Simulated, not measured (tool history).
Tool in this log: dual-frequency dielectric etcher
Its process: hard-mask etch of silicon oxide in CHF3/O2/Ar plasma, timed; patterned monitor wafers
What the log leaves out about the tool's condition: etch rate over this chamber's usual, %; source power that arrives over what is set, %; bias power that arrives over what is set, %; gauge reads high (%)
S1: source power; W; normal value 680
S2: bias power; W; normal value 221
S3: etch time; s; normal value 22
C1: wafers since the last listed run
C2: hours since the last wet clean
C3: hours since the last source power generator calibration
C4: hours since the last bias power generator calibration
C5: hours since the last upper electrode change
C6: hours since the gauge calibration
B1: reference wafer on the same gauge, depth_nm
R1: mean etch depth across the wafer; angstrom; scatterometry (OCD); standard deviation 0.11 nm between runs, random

Run 1, hour 0: usual settings but S2 263 W; C1 0; C2 197.1; C3 1607.3; C4 915.2; C5 3159.7; C6 694.9; B1 49.19. Result: R1 527.3 angstrom.
Run 2, hour 63.3: usual settings but S2 263 W; C1 861; C2 260.4; C3 1670.6; C4 978.5; C5 3223; C6 758.2; B1 49.17. Result: R1 528.4 angstrom.
Run 3, hour 110.5: usual settings but S2 263 W; C1 642; C2 307.6; C3 1717.8; C4 1025.7; C5 3270.2; C6 805.4; B1 49.22. Result: R1 527.4 angstrom.
Run 4, hour 161.6: usual settings; C1 695; C2 358.7; C3 1768.9; C4 1076.8; C5 3321.3; C6 856.5; B1 49.18. Result: R1 506.1 angstrom.
At hour 207.6: wet clean of the chamber.
Run 5, hour 208.1: usual settings; C1 306; C2 0.5; C3 1815.4; C4 1123.3; C5 3367.8; C6 903; B1 49.19. Result: R1 505.9 angstrom.
Run 6, hour 248.9: usual settings; C1 555; C2 41.3; C3 1856.2; C4 1164.1; C5 3408.6; C6 943.8; B1 49.16. Result: R1 503.3 angstrom.
Run 7, hour 289.4: usual settings; C1 551; C2 81.8; C3 1896.7; C4 1204.6; C5 3449.1; C6 984.3; B1 49.16. Result: R1 503.5 angstrom.
Run 8, hour 362.1: usual settings; C1 989; C2 154.5; C3 1969.4; C4 1277.3; C5 3521.8; C6 1057; B1 49.14. Result: R1 505.3 angstrom.
Run 9, hour 388.6: usual settings; C1 360; C2 181; C3 1995.9; C4 1303.8; C5 3548.3; C6 1083.5; B1 49.23. Result: R1 504.1 angstrom.
Run 10, hour 469.9: usual settings; C1 1106; C2 262.3; C3 2077.2; C4 1385.1; C5 3629.6; C6 1164.8; B1 49.19. Result: R1 503.5 angstrom.
Run 11, hour 508.8: usual settings; C1 529; C2 301.2; C3 2116.1; C4 1424; C5 3668.5; C6 1203.7; B1 49.16. Result: R1 503.9 angstrom.
At hour 555.5: wet clean of the chamber.
Run 12, hour 556: usual settings but S1 740 W; C1 315; C2 0.5; C3 2163.3; C4 1471.2; C5 3715.7; C6 1250.9; B1 49.17. Result: R1 517.3 angstrom.
Run 13, hour 577.5: usual settings; C1 292; C2 22; C3 2184.8; C4 1492.7; C5 3737.2; C6 1272.4; B1 49.18. Result: R1 504.7 angstrom.
Run 14, hour 605.4: usual settings but S3 17.5 s; C1 379; C2 49.9; C3 2212.7; C4 1520.6; C5 3765.1; C6 1300.3; B1 49.21. Result: R1 403 angstrom.
Run 15, hour 671.4: usual settings but S3 17.5 s; C1 898; C2 115.9; C3 2278.7; C4 1586.6; C5 3831.1; C6 1366.3; B1 49.19. Result: R1 401.9 angstrom.
At hour 717.8: bias power generator calibrated.
At hour 792.3: source power generator calibrated.
Run 16, hour 835.9: usual settings but S3 18.5 s; C1 2129; C2 280.4; C3 43.6; C4 118.1; C5 3995.6; C6 1530.8; B1 49.2. Result: R1 426 angstrom.
Run 17, hour 862.8: usual settings but S1 530 W, S2 187 W, S3 25.5 s; C1 366; C2 307.3; C3 70.5; C4 145; C5 4022.5; C6 1557.7; B1 49.21. Result: R1 527.6 angstrom.
At hour 947.5: upper electrode replaced.
At hour 951.1: wet clean of the chamber.
Run 18, hour 951.6: usual settings but S1 540 W, S2 181 W, S3 27.5 s; C1 833; C2 0.5; C3 159.3; C4 233.8; C5 4.1; C6 1646.5; B1 49.19. Result: R1 569 angstrom.
Run 19, hour 1100.5: usual settings but S2 245 W, S3 17 s; C1 2025; C2 149.4; C3 308.2; C4 382.7; C5 153; C6 1795.4; B1 49.2. Result: R1 402.6 angstrom.
Run 20, hour 1125: usual settings but S1 760 W, S2 196 W, S3 20 s; C1 333; C2 173.9; C3 332.7; C4 407.2; C5 177.5; C6 1819.9; B1 49.2. Result: R1 461.4 angstrom.
Run 21, hour 1190.3: usual settings; C1 888; C2 239.2; C3 398; C4 472.5; C5 242.8; C6 1885.2; B1 49.22. Result: R1 505.9 angstrom.
Run 22, hour 1246.8: usual settings but S1 540 W, S3 26.5 s; C1 768; C2 295.7; C3 454.5; C4 529; C5 299.3; C6 1941.7; B1 49.18. Result: R1 571.7 angstrom.
At hour 1267.6: gauge calibrated.
At hour 1324.7: wet clean of the chamber.
Run 23, hour 1325.2: usual settings but S2 245 W, S3 17 s; C1 740; C2 0.5; C3 532.9; C4 607.4; C5 377.7; C6 57.6; B1 49.18. Result: R1 399.9 angstrom.
Run 24, hour 1345.8: usual settings but S1 550 W; C1 280; C2 21.1; C3 553.5; C4 628; C5 398.3; C6 78.2; B1 49.22. Result: R1 478 angstrom.
Run 25, hour 1386.6: usual settings but S1 800 W; C1 555; C2 61.9; C3 594.3; C4 668.8; C5 439.1; C6 119; B1 49.22. Result: R1 528.6 angstrom.
Run 26, hour 1443.8: usual settings but S1 850 W; C1 778; C2 119.1; C3 651.5; C4 726; C5 496.3; C6 176.2; B1 49.2. Result: R1 537 angstrom.
Run 27, hour 1488: usual settings but S1 530 W, S2 187 W, S3 25.5 s; C1 601; C2 163.3; C3 695.7; C4 770.2; C5 540.5; C6 220.4; B1 49.2. Result: R1 526.8 angstrom.
Run 28, hour 1536.3: usual settings but S1 630 W, S2 248 W, S3 24.5 s; C1 657; C2 211.6; C3 744; C4 818.5; C5 588.8; C6 268.7; B1 49.24. Result: R1 568.4 angstrom.
Run 29, hour 1598.2: usual settings but S2 258 W; C1 842; C2 273.5; C3 805.9; C4 880.4; C5 650.7; C6 330.6; B1 49.21. Result: R1 528.4 angstrom.
Run 30, hour 1665.9: usual settings but S2 195 W, S3 20 s; C1 921; C2 341.2; C3 873.6; C4 948.1; C5 718.4; C6 398.3; B1 49.23. Result: R1 444.1 angstrom.

3 ways to go on from here, each from the tool as it stands after run 30. What would each give?
Run A, hour 1666.3: usual settings; C1 5; C2 341.6; C3 874; C4 948.5; C5 718.8; C6 398.7; B1 ?. Result: R1 ?.
Run B, hour 1666.3: usual settings but S1 720 W, S2 247 W; C1 5; C2 341.6; C3 874; C4 948.5; C5 718.8; C6 398.7; B1 ?. Result: R1 ?.
Run C, hour 1666.3: usual settings but S2 167 W, S3 20 s; C1 5; C2 341.6; C3 874; C4 948.5; C5 718.8; C6 398.7; B1 ?. Result: R1 ?.

run     B1     R1
  A  49.23  505.7
  B  49.23  528.6
  C  49.23  429.9
With no hidden state in the tool, these same runs would have given:
run     R1
  A  507.2
  B  530.2
  C  431.3
